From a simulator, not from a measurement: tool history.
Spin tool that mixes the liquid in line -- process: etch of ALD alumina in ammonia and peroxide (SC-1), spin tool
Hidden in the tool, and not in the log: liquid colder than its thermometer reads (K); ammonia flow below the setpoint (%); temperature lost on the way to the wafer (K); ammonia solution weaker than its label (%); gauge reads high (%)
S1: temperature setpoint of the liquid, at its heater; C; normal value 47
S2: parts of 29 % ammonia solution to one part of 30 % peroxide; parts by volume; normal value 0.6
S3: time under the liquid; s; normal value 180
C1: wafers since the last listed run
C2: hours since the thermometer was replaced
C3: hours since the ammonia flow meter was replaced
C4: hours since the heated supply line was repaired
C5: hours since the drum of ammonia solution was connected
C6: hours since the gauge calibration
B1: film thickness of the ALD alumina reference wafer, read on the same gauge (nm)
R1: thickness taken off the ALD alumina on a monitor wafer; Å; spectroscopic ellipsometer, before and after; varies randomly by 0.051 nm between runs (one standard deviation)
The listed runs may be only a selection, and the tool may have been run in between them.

run	hour	S1	S2	S3	C1	C2	C3	C4	C5	C6	B1	R1
1	0	47	0.6	215	0	2922.7	319.6	251.7	931.1	293.7	150.01	64.4
2	45.9	47	0.6	180	380	2968.6	365.5	297.6	977	339.6	150.04	55.4
3	86	42.5	0.5	245	332	3008.7	405.6	337.7	1017.1	379.7	149.99	56.6
4	115	39.5	0.7	135	240	3037.7	434.6	366.7	1046.1	408.7	150.02	27.2
5	173.4	47	0.75	245	484	3096.1	493	425.1	1104.5	467.1	149.95	77
6	240.5	47	0.6	180	556	3163.2	560.1	492.2	1171.6	534.2	150.03	54
# hour 243.6: new drum of ammonia solution connected
7	308.7	50.5	0.45	180	557	3231.4	628.3	560.4	65.1	602.4	150.02	64
8	356.2	53	0.3	235	393	3278.9	675.8	607.9	112.6	649.9	150	93.3
9	388.7	41	0.4	265	269	3311.4	708.3	640.4	145.1	682.4	150.03	53.8
10	452.9	43.5	0.7	180	532	3375.6	772.5	704.6	209.3	746.6	150	44.7
# hour 454.8: thermometer replaced
11	505.4	40	0.35	260	427	50.6	825	757.1	261.8	799.1	150.01	52.3
12	574	54	0.6	130	568	119.2	893.6	825.7	330.4	867.7	150	61.9
13	610.1	47	0.6	180	299	155.3	929.7	861.8	366.5	903.8	150.03	58.4
# hour 673.5: ammonia flow meter replaced
14	680.5	56	0.6	240	575	225.7	7	932.2	436.9	974.2	149.99	125.1
# hour 716.3: heated supply line repaired
15	730.1	47	0.45	180	403	275.3	56.6	13.8	486.5	1023.8	149.99	56.8
16	782.1	52	0.6	80	431	327.3	108.6	65.8	538.5	1075.8	150.01	34.2
17	823.4	42	0.4	180	342	368.6	149.9	107.1	579.8	1117.1	150.02	41.9
18	894	54	0.8	140	585	439.2	220.5	177.7	650.4	1187.7	150.06	68.4
19	959.4	47	0.6	180	542	504.6	285.9	243.1	715.8	1253.1	149.98	57.5
20	988.3	52	0.6	80	239	533.5	314.8	272	744.7	1282	150.03	34.3
21	1054.7	47	0.3	80	550	599.9	381.2	338.4	811.1	1348.4	150.02	24.1
22	1081.2	56	0.4	275	219	626.4	407.7	364.9	837.6	1374.9	150.03	139
23	1144.3	47	0.6	215	523	689.5	470.8	428	900.7	1438	150	68.3
24	1211.4	47	0.5	180	556	756.6	537.9	495.1	967.8	1505.1	149.97	57.1

How the hidden state differs across the entries between the runs, from the last listed run before each to the first after it:
Between runs 6 and 7: new drum of ammonia solution connected (hour 243.6)
  liquid colder than its thermometer reads (K): 1.19 -> 1.21
  the result without the hidden state subtracted from the measured one, R1: -3.8 -> -4.4 Å
Between runs 10 and 11: thermometer replaced (hour 454.8)
  liquid colder than its thermometer reads (K): 1.27 -> 0.125
  the result without the hidden state subtracted from the measured one, R1: -3.4 -> -0.4 Å
Between runs 13 and 14: ammonia flow meter replaced (hour 673.5)
  liquid colder than its thermometer reads (K): 0.164 -> 0.19
  the result without the hidden state subtracted from the measured one, R1: -0.5 -> -1.3 Å
Between runs 14 and 15: heated supply line repaired (hour 716.3)
  liquid colder than its thermometer reads (K): 0.19 -> 0.208
  the result without the hidden state subtracted from the measured one, R1: -1.3 -> -0.7 Å

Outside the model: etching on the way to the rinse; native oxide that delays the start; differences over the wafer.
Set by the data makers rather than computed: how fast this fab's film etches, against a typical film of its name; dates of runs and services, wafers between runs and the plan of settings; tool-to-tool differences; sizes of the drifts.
